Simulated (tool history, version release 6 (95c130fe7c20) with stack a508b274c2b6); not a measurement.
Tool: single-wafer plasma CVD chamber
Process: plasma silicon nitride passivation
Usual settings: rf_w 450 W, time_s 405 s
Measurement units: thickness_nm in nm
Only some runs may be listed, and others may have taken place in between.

| run | hour | rf_w | time_s | wafers since the last listed run | hours since the last RF generator calibration | hours since the showerhead was replaced | hours since the gauge calibration | read-back reference wafer on the same gauge, thickness_nm | thickness_nm |
|---|---|---|---|---|---|---|---|---|---|
| 1 | 0 | 450 | 405 | 0 | 831 | 5210.8 | 336.2 | 577.137 | 562.319 |
| 2 | 11.9 | 450 | 405 | 62 | 842.9 | 5222.7 | 348.1 | 578.725 | 562.526 |
| 3 | 28.8 | 450 | 405 | 88 | 859.8 | 5239.6 | 365 | 578.462 | 560.992 |
|  | 34.2 | gauge calibrated |
| 4 | 36 | 450 | 405 | 37 | 867 | 5246.8 | 1.8 | 577.082 | 561.14 |
| 5 | 50.8 | 450 | 375 | 77 | 881.8 | 5261.6 | 16.6 | 577.524 | 523.281 |
| 6 | 58.2 | 450 | 375 | 38 | 889.2 | 5269 | 24 | 578.154 | 517.083 |
| 7 | 69.8 | 450 | 405 | 60 | 900.8 | 5280.6 | 35.6 | 578.113 | 555.931 |
| 8 | 81.8 | 450 | 383 | 62 | 912.8 | 5292.6 | 47.6 | 577.39 | 529.336 |
| 9 | 88 | 520 | 405 | 32 | 919 | 5298.8 | 53.8 | 577.409 | 595.371 |
| 10 | 96.9 | 520 | 405 | 46 | 927.9 | 5307.7 | 62.7 | 577.396 | 595.615 |
| 11 | 114.6 | 520 | 405 | 92 | 945.6 | 5325.4 | 80.4 | 577.61 | 598.151 |
| 12 | 132 | 450 | 455 | 91 | 963 | 5342.8 | 97.8 | 577.494 | 624.014 |
| 13 | 141.2 | 450 | 455 | 48 | 972.2 | 5352 | 107 | 577.693 | 635.33 |
| 14 | 155.4 | 450 | 455 | 74 | 986.4 | 5366.2 | 121.2 | 578.012 | 629.249 |
| 15 | 171.7 | 450 | 405 | 85 | 1002.7 | 5382.5 | 137.5 | 578.323 | 556.499 |
| 16 | 182.3 | 430 | 405 | 55 | 1013.3 | 5393.1 | 148.1 | 577.579 | 542.896 |
| 17 | 195.4 | 430 | 405 | 68 | 1026.4 | 5406.2 | 161.2 | 578.115 | 544.755 |
| 18 | 205.8 | 450 | 405 | 54 | 1036.8 | 5416.6 | 171.6 | 577.881 | 556.99 |
| 19 | 212 | 450 | 405 | 32 | 1043 | 5422.8 | 177.8 | 577.683 | 553.635 |
|  | 226.3 | RF generator calibrated |
| 20 | 226.8 | 450 | 405 | 35 | 0.5 | 5437.6 | 192.6 | 577.497 | 582.132 |
| 21 | 239.1 | 450 | 447 | 64 | 12.8 | 5449.9 | 204.9 | 577.927 | 642.929 |
| 22 | 249.9 | 525 | 429 | 56 | 23.6 | 5460.7 | 215.7 | 577.792 | 660.332 |
| 23 | 256.6 | 450 | 405 | 35 | 30.3 | 5467.4 | 222.4 | 577.878 | 578.553 |
| 24 | 271.2 | 530 | 362 | 76 | 44.9 | 5482 | 237 | 578.641 | 558.725 |
| 25 | 318.7 | 530 | 458 | 248 | 92.4 | 5529.5 | 284.5 | 578.402 | 706.279 |
| 26 | 325.9 | 425 | 357 | 37 | 99.6 | 5536.7 | 291.7 | 578.334 | 501.208 |
|  | 338.8 | showerhead replaced |
| 27 | 342.9 | 500 | 374 | 47 | 116.6 | 4.1 | 308.7 | 577.955 | 559.658 |
| 28 | 348.9 | 480 | 454 | 31 | 122.6 | 10.1 | 314.7 | 577.568 | 677.608 |
| 29 | 391.2 | 425 | 475 | 221 | 164.9 | 52.4 | 357 | 578.04 | 661.44 |
| 30 | 407.2 | 375 | 447 | 83 | 180.9 | 68.4 | 373 | 577.58 | 588.364 |
| 31 | 414.3 | 510 | 368 | 37 | 188 | 75.5 | 380.1 | 578.744 | 556.862 |
| 32 | 424.8 | 450 | 405 | 55 | 198.5 | 86 | 390.6 | 577.68 | 580.2 |
|  | 428.6 | gauge calibrated |
| 33 | 436.3 | 540 | 362 | 60 | 210 | 97.5 | 7.7 | 577.706 | 559.156 |
| 34 | 453.3 | 505 | 341 | 89 | 227 | 114.5 | 24.7 | 578.082 | 517.172 |
| 35 | 462.5 | 450 | 405 | 48 | 236.2 | 123.7 | 33.9 | 578.137 | 579.749 |
| 36 | 472.8 | 450 | 405 | 53 | 246.5 | 134 | 44.2 | 577.806 | 576.861 |
| 37 | 486.5 | 485 | 437 | 71 | 260.2 | 147.7 | 57.9 | 577.816 | 645.843 |
| 38 | 493.8 | 405 | 458 | 38 | 267.5 | 155 | 65.2 | 577.807 | 624.339 |
| 39 | 506.9 | 450 | 384 | 68 | 280.6 | 168.1 | 78.3 | 577.133 | 547.143 |
| 40 | 518.8 | 450 | 330 | 62 | 292.5 | 180 | 90.2 | 578.076 | 472.103 |
| 41 | 526.5 | 450 | 405 | 40 | 300.2 | 187.7 | 97.9 | 578.625 | 579.46 |
| 42 | 542.1 | 515 | 405 | 81 | 315.8 | 203.3 | 113.5 | 578.692 | 611.168 |
| 43 | 548.7 | 500 | 405 | 34 | 322.4 | 209.9 | 120.1 | 578.146 | 607.483 |

For each run, what was the tool's unlogged condition?
gauge reads high (%): 0 at every run
H1: delivered RF power above the setpoint (%)
| run | H1 |
|---|---|
| 1 | -7.45 |
| 2 | -7.54 |
| 3 | -7.68 |
| 4 | -7.74 |
| 5 | -7.87 |
| 6 | -7.93 |
| 7 | -8.02 |
| 8 | -8.12 |
| 9 | -8.17 |
| 10 | -8.25 |
| 11 | -8.39 |
| 12 | -8.54 |
| 13 | -8.61 |
| 14 | -8.73 |
| 15 | -8.86 |
| 16 | -8.95 |
| 17 | -9.06 |
| 18 | -9.14 |
| 19 | -9.2 |
| 20 | -0.0769 |
| 21 | -0.178 |
| 22 | -0.267 |
| 23 | -0.323 |
| 24 | -0.443 |
| 25 | -0.835 |
| 26 | -0.894 |
| 27 | -1.03 |
| 28 | -1.08 |
| 29 | -1.43 |
| 30 | -1.57 |
| 31 | -1.62 |
| 32 | -1.71 |
| 33 | -1.81 |
| 34 | -1.95 |
| 35 | -2.02 |
| 36 | -2.11 |
| 37 | -2.22 |
| 38 | -2.28 |
| 39 | -2.39 |
| 40 | -2.49 |
| 41 | -2.55 |
| 42 | -2.68 |
| 43 | -2.73 |
